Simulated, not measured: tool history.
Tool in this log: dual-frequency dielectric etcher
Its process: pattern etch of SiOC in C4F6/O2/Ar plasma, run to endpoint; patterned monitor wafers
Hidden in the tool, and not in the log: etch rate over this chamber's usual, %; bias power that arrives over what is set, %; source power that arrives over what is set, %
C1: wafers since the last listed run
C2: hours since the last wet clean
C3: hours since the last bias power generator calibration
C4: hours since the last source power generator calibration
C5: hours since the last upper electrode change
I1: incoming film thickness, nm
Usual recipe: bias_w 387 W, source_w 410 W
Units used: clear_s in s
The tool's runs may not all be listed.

{"run": 1, "hour": 0.0, "bias_w": 387, "source_w": 410, "C1": 0, "C2": 113.1, "C3": 4055.5, "C4": 1166.6, "C5": 3505.2, "I1": 25.27, "clear_s": 9.2}
{"run": 2, "hour": 44.8, "bias_w": 387, "source_w": 410, "C1": 550, "C2": 157.9, "C3": 4100.3, "C4": 1211.4, "C5": 3550.0, "I1": 25.27, "clear_s": 9.2}
{"run": 3, "hour": 90.3, "bias_w": 387, "source_w": 410, "C1": 559, "C2": 203.4, "C3": 4145.8, "C4": 1256.9, "C5": 3595.5, "I1": 25.32, "clear_s": 9.2}
{"run": 4, "hour": 137.5, "bias_w": 387, "source_w": 410, "C1": 579, "C2": 250.6, "C3": 4193.0, "C4": 1304.1, "C5": 3642.7, "I1": 25.11, "clear_s": 9.1}
{"run": 5, "hour": 183.8, "bias_w": 387, "source_w": 480, "C1": 568, "C2": 296.9, "C3": 4239.3, "C4": 1350.4, "C5": 3689.0, "I1": 25.46, "clear_s": 8.9}
{"run": 6, "hour": 242.9, "bias_w": 387, "source_w": 480, "C1": 726, "C2": 356.0, "C3": 4298.4, "C4": 1409.5, "C5": 3748.1, "I1": 25.27, "clear_s": 8.9}
{"run": 7, "hour": 283.1, "bias_w": 387, "source_w": 410, "C1": 493, "C2": 396.2, "C3": 4338.6, "C4": 1449.7, "C5": 3788.3, "I1": 25.35, "clear_s": 9.3}
{"run": 8, "hour": 316.4, "bias_w": 387, "source_w": 410, "C1": 409, "C2": 429.5, "C3": 4371.9, "C4": 1483.0, "C5": 3821.6, "I1": 25.32, "clear_s": 9.3}
{"run": 9, "hour": 376.7, "bias_w": 387, "source_w": 410, "C1": 740, "C2": 489.8, "C3": 4432.2, "C4": 1543.3, "C5": 3881.9, "I1": 25.28, "clear_s": 9.3}
{"run": 10, "hour": 448.8, "bias_w": 387, "source_w": 410, "C1": 885, "C2": 561.9, "C3": 4504.3, "C4": 1615.4, "C5": 3954.0, "I1": 25.41, "clear_s": 9.4}
{"hour": 495.8, "done": "wet clean of the chamber"}
{"run": 11, "hour": 518.0, "bias_w": 387, "source_w": 410, "C1": 555, "C2": 22.2, "C3": 4573.5, "C4": 1684.6, "C5": 4023.2, "I1": 25.41, "clear_s": 9.2}
{"run": 12, "hour": 576.0, "bias_w": 387, "source_w": 410, "C1": 712, "C2": 80.2, "C3": 4631.5, "C4": 1742.6, "C5": 4081.2, "I1": 25.32, "clear_s": 9.2}
{"hour": 608.8, "done": "bias power generator calibrated"}
{"run": 13, "hour": 632.8, "bias_w": 387, "source_w": 410, "C1": 648, "C2": 137.0, "C3": 24.0, "C4": 1799.4, "C5": 4138.0, "I1": 25.53, "clear_s": 9.3}
{"run": 14, "hour": 671.7, "bias_w": 444, "source_w": 500, "C1": 477, "C2": 175.9, "C3": 62.9, "C4": 1838.3, "C5": 4176.9, "I1": 25.28, "clear_s": 8.5}
{"run": 15, "hour": 738.1, "bias_w": 387, "source_w": 410, "C1": 815, "C2": 242.3, "C3": 129.3, "C4": 1904.7, "C5": 4243.3, "I1": 25.63, "clear_s": 9.3}
{"run": 16, "hour": 800.2, "bias_w": 443, "source_w": 410, "C1": 762, "C2": 304.4, "C3": 191.4, "C4": 1966.8, "C5": 4305.4, "I1": 25.46, "clear_s": 9.0}
{"run": 17, "hour": 860.4, "bias_w": 417, "source_w": 330, "C1": 739, "C2": 364.6, "C3": 251.6, "C4": 2027.0, "C5": 4365.6, "I1": 25.37, "clear_s": 9.5}
{"hour": 889.9, "done": "upper electrode replaced"}
{"hour": 895.6, "done": "source power generator calibrated"}
{"run": 18, "hour": 911.3, "bias_w": 387, "source_w": 410, "C1": 281, "C2": 415.5, "C3": 302.5, "C4": 15.7, "C5": 21.4, "I1": 25.58, "clear_s": 9.4}
{"run": 19, "hour": 965.7, "bias_w": 466, "source_w": 310, "C1": 668, "C2": 469.9, "C3": 356.9, "C4": 70.1, "C5": 75.8, "I1": 25.17, "clear_s": 9.3}
{"run": 20, "hour": 1014.1, "bias_w": 425, "source_w": 500, "C1": 594, "C2": 518.3, "C3": 405.3, "C4": 118.5, "C5": 124.2, "I1": 25.39, "clear_s": 8.7}
{"hour": 1059.1, "done": "wet clean of the chamber"}
{"run": 21, "hour": 1059.6, "bias_w": 387, "source_w": 410, "C1": 264, "C2": 0.5, "C3": 450.8, "C4": 164.0, "C5": 169.7, "I1": 25.6, "clear_s": 9.3}
{"run": 22, "hour": 1106.8, "bias_w": 387, "source_w": 410, "C1": 579, "C2": 47.7, "C3": 498.0, "C4": 211.2, "C5": 216.9, "I1": 25.21, "clear_s": 9.1}
{"run": 23, "hour": 1176.2, "bias_w": 387, "source_w": 410, "C1": 852, "C2": 117.1, "C3": 567.4, "C4": 280.6, "C5": 286.3, "I1": 25.33, "clear_s": 9.2}
{"run": 24, "hour": 1227.3, "bias_w": 387, "source_w": 370, "C1": 627, "C2": 168.2, "C3": 618.5, "C4": 331.7, "C5": 337.4, "I1": 25.29, "clear_s": 9.4}
{"run": 25, "hour": 1262.3, "bias_w": 460, "source_w": 440, "C1": 430, "C2": 203.2, "C3": 653.5, "C4": 366.7, "C5": 372.4, "I1": 25.43, "clear_s": 8.6}
{"run": 26, "hour": 1330.0, "bias_w": 311, "source_w": 340, "C1": 831, "C2": 270.9, "C3": 721.2, "C4": 434.4, "C5": 440.1, "I1": 25.45, "clear_s": 10.3}

Take each entry between the runs: how does the hidden state at the last listed run before it differ from the hidden state at the first listed run after it?
After run 10, before run 11: wet clean of the chamber (hour 495.8)
  etch rate over this chamber's usual, %: -1.99 -> -0.0395
After run 12, before run 13: bias power generator calibrated (hour 608.8)
  etch rate over this chamber's usual, %: -0.249 -> -0.454
After run 17, before run 18: upper electrode replaced (hour 889.9); source power generator calibrated (hour 895.6)
  etch rate over this chamber's usual, %: -1.28 -> -1.46
After run 20, before run 21: wet clean of the chamber (hour 1059.1)
  etch rate over this chamber's usual, %: -1.83 -> -0.0117
